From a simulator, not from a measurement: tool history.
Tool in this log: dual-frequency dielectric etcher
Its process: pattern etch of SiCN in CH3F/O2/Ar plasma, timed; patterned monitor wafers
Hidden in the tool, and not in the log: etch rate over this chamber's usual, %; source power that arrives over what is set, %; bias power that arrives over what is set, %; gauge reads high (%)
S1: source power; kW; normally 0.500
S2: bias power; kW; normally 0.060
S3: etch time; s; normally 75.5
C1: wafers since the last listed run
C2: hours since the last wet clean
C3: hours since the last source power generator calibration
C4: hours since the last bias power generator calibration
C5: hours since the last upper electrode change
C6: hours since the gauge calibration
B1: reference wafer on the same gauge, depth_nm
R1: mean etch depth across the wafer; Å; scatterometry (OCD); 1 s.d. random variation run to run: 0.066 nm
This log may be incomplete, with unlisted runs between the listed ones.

run     day     S1     S2    S3    C1     C2      C3      C4      C5      C6     B1     R1
  1   0.000  0.500  0.060  75.5     0  191.5  3552.8  2597.3  1969.7   640.1  25.69  273.5
  2   1.867  0.500  0.060  75.5   434  236.3  3597.6  2642.1  2014.5   684.9  25.70  273.9
  3   4.542  0.500  0.060  75.5   622  300.5  3661.8  2706.3  2078.7   749.1  25.69  274.6
  4   8.083  0.500  0.060  75.5   823  385.5  3746.8  2791.3  2163.7   834.1  25.68  273.9
      9.367  -- wet clean of the chamber
  5  18.533  0.500  0.060  75.5  2198  220.0  3997.6  3042.1  2414.5  1084.9  25.70  273.4
  6  20.617  0.500  0.060  75.5   484  270.0  4047.6  3092.1  2464.5  1134.9  25.69  273.8
     24.583  -- bias power generator calibrated
     25.771  -- wet clean of the chamber
  7  25.792  0.500  0.060  75.5   932    0.5  4171.8    29.0  2588.7  1259.1  25.70  274.6
  8  29.304  0.500  0.060  75.5   817   84.8  4256.1   113.3  2673.0  1343.4  25.72  273.5
     33.117  -- gauge calibrated
     41.492  -- source power generator calibrated
     42.192  -- wet clean of the chamber
  9  42.700  0.500  0.060  75.5  2914   12.2    29.0   434.8  2994.5   230.0  25.72  274.8
 10  45.962  0.500  0.071  75.5   758   90.5   107.3   513.1  3072.8   308.3  25.70  291.5
     47.162  -- upper electrode replaced
 11  49.421  0.600  0.066  75.5   571  173.5   190.3   596.1    54.2   391.3  25.71  315.2
 12  52.358  0.500  0.071  58.0   683  244.0   260.8   666.6   124.7   461.8  25.70  225.6
 13  56.021  0.420  0.049  92.5   851  331.9   348.7   754.5   212.6   549.7  25.70  277.9
 14  58.746  0.610  0.074  90.0   633  397.3   414.1   819.9   278.0   615.1  25.69  396.4
     60.638  -- wet clean of the chamber
 15  60.704  0.500  0.060  53.5   222    1.6   461.1   866.9   325.0   662.1  25.69  193.6
 16  62.462  0.500  0.060  75.5   408   43.8   503.3   909.1   367.2   704.3  25.71  275.4

Hidden condition of the tool, last listed run before each entry between runs versus first listed run after:
From run 4 to run 5: wet clean of the chamber (day 9.367)
  both runs share identical hidden conditions
From run 6 to run 7: bias power generator calibrated (day 24.583); wet clean of the chamber (day 25.771)
  both runs share identical hidden conditions
From run 8 to run 9: gauge calibrated (day 33.117); source power generator calibrated (day 41.492); wet clean of the chamber (day 42.192)
  both runs share identical hidden conditions
From run 10 to run 11: upper electrode replaced (day 47.162)
  both runs share identical hidden conditions
From run 14 to run 15: wet clean of the chamber (day 60.638)
  both runs share identical hidden conditions
